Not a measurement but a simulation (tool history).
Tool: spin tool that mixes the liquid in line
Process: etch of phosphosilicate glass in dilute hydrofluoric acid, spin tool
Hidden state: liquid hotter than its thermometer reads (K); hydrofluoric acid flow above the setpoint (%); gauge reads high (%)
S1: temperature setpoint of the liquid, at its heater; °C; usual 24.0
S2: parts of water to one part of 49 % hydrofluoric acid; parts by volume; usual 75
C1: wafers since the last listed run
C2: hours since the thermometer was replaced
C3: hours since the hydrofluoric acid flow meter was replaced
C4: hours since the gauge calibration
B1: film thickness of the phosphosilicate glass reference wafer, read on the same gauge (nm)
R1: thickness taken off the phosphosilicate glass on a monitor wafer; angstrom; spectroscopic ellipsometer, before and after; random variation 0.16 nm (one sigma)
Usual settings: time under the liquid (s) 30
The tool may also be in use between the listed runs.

Run 1, hour 0.0: usual settings; C1 0; C2 1820.1; C3 901.4; C4 405.3; B1 140.01. Result: R1 557.9 angstrom.
Run 2, hour 12.6: usual settings; C1 135; C2 1832.7; C3 914.0; C4 417.9; B1 140.01. Result: R1 564.6 angstrom.
Run 3, hour 40.1: usual settings; C1 295; C2 1860.2; C3 941.5; C4 445.4; B1 139.99. Result: R1 561.5 angstrom.
Run 4, hour 61.4: usual settings; C1 229; C2 1881.5; C3 962.8; C4 466.7; B1 140.02. Result: R1 562.3 angstrom.
Run 5, hour 83.2: usual settings; C1 234; C2 1903.3; C3 984.6; C4 488.5; B1 139.97. Result: R1 560.3 angstrom.
Run 6, hour 172.2: usual settings; C1 957; C2 1992.3; C3 1073.6; C4 577.5; B1 140.02. Result: R1 566.4 angstrom.
Run 7, hour 185.8: usual settings but time under the liquid (s) 15; C1 146; C2 2005.9; C3 1087.2; C4 591.1; B1 140.01. Result: R1 282.3 angstrom.
Run 8, hour 216.8: usual settings but S1 20.5 °C; C1 333; C2 2036.9; C3 1118.2; C4 622.1; B1 139.98. Result: R1 490.2 angstrom.
Run 9, hour 246.7: usual settings but S1 20.5 °C; C1 321; C2 2066.8; C3 1148.1; C4 652.0; B1 140.01. Result: R1 491.6 angstrom.
Run 10, hour 276.8: usual settings but S1 20.5 °C; C1 323; C2 2096.9; C3 1178.2; C4 682.1; B1 140.03. Result: R1 491.2 angstrom.
At hour 292.9: gauge calibrated.
Run 11, hour 308.9: usual settings; C1 345; C2 2129.0; C3 1210.3; C4 16.0; B1 140.03. Result: R1 566.3 angstrom.
Run 12, hour 334.6: usual settings; C1 276; C2 2154.7; C3 1236.0; C4 41.7; B1 139.99. Result: R1 569.9 angstrom.
Run 13, hour 366.7: usual settings; C1 345; C2 2186.8; C3 1268.1; C4 73.8; B1 140.00. Result: R1 569.3 angstrom.
At hour 390.9: hydrofluoric acid flow meter replaced.
Run 14, hour 399.8: usual settings but S2 55 parts by volume; C1 345; C2 2219.9; C3 8.9; C4 106.9; B1 139.98. Result: R1 796.4 angstrom.
Run 15, hour 474.8: usual settings but S2 100 parts by volume, time under the liquid (s) 25; C1 807; C2 2294.9; C3 83.9; C4 181.9; B1 139.99. Result: R1 346.6 angstrom.
Run 16, hour 496.2: usual settings but S1 19.5 °C; C1 230; C2 2316.3; C3 105.3; C4 203.3; B1 140.00. Result: R1 474.6 angstrom.
Run 17, hour 519.0: usual settings but time under the liquid (s) 25; C1 245; C2 2339.1; C3 128.1; C4 226.1; B1 139.99. Result: R1 477.4 angstrom.
Run 18, hour 545.4: usual settings but S1 25.5 °C, S2 110 parts by volume, time under the liquid (s) 15; C1 284; C2 2365.5; C3 154.5; C4 252.5; B1 140.02. Result: R1 196.8 angstrom.
Run 19, hour 574.6: usual settings but S1 26.0 °C, S2 60 parts by volume, time under the liquid (s) 25; C1 314; C2 2394.7; C3 183.7; C4 281.7; B1 139.99. Result: R1 660.5 angstrom.
Run 20, hour 590.0: usual settings but S1 20.5 °C, time under the liquid (s) 20; C1 165; C2 2410.1; C3 199.1; C4 297.1; B1 139.96. Result: R1 331.3 angstrom.
Run 21, hour 668.1: usual settings but S2 35 parts by volume, time under the liquid (s) 20; C1 840; C2 2488.2; C3 277.2; C4 375.2; B1 140.01. Result: R1 860.6 angstrom.
At hour 680.8: thermometer replaced.
Run 22, hour 698.7: usual settings but time under the liquid (s) 20; C1 318; C2 17.9; C3 307.8; C4 405.8; B1 140.02. Result: R1 356.5 angstrom.
Run 23, hour 716.3: usual settings but S1 22.5 °C, S2 105 parts by volume, time under the liquid (s) 15; C1 189; C2 35.5; C3 325.4; C4 423.4; B1 139.98. Result: R1 173.6 angstrom.
Run 24, hour 732.5: usual settings but S1 27.0 °C, S2 60 parts by volume, time under the liquid (s) 15; C1 174; C2 51.7; C3 341.6; C4 439.6; B1 140.00. Result: R1 384.2 angstrom.
Run 25, hour 754.7: usual settings; C1 238; C2 73.9; C3 363.8; C4 461.8; B1 140.03. Result: R1 537.2 angstrom.
Run 26, hour 792.6: usual settings but S1 21.0 °C, S2 85 parts by volume; C1 407; C2 111.8; C3 401.7; C4 499.7; B1 139.97. Result: R1 416.7 angstrom.
Run 27, hour 811.9: usual settings; C1 207; C2 131.1; C3 421.0; C4 519.0; B1 140.04. Result: R1 534.7 angstrom.
Run 28, hour 827.2: usual settings; C1 164; C2 146.4; C3 436.3; C4 534.3; B1 140.01. Result: R1 535.6 angstrom.
Run 29, hour 841.0: usual settings but S2 35 parts by volume; C1 148; C2 160.2; C3 450.1; C4 548.1; B1 140.00. Result: R1 1216.0 angstrom.
Run 30, hour 875.5: usual settings but S1 28.0 °C, time under the liquid (s) 15; C1 371; C2 194.7; C3 484.6; C4 582.6; B1 139.96. Result: R1 315.4 angstrom.
Run 31, hour 906.3: usual settings but S1 26.5 °C, S2 95 parts by volume; C1 331; C2 225.5; C3 515.4; C4 613.4; B1 140.04. Result: R1 456.9 angstrom.
Run 32, hour 924.6: usual settings; C1 196; C2 243.8; C3 533.7; C4 631.7; B1 140.01. Result: R1 541.1 angstrom.
Run 33, hour 944.0: usual settings; C1 208; C2 263.2; C3 553.1; C4 651.1; B1 139.96. Result: R1 540.8 angstrom.

Measured less the same run without the tool's hidden state. The same run-to-run variation is in both; the gauge's scatter may not be:
run     R1
  1  +38.4
  2  +39.1
  3  +39.2
  4  +39.8
  5  +40.0
  6  +42.1
  7  +21.1
  8  +38.3
  9  +38.9
 10  +39.2
 11  +44.6
 12  +45.5
 13  +45.9
 14  +66.0
 15  +28.7
 16  +41.8
 17  +40.9
 18  +16.4
 19  +57.6
 20  +30.0
 21  +80.2
 22   +8.3
 23   +4.2
 24   +9.4
 25  +13.7
 26  +11.3
 27  +14.6
 28  +15.1
 29  +35.9
 30   +9.1
 31  +13.6
 32  +16.9
 33  +17.4

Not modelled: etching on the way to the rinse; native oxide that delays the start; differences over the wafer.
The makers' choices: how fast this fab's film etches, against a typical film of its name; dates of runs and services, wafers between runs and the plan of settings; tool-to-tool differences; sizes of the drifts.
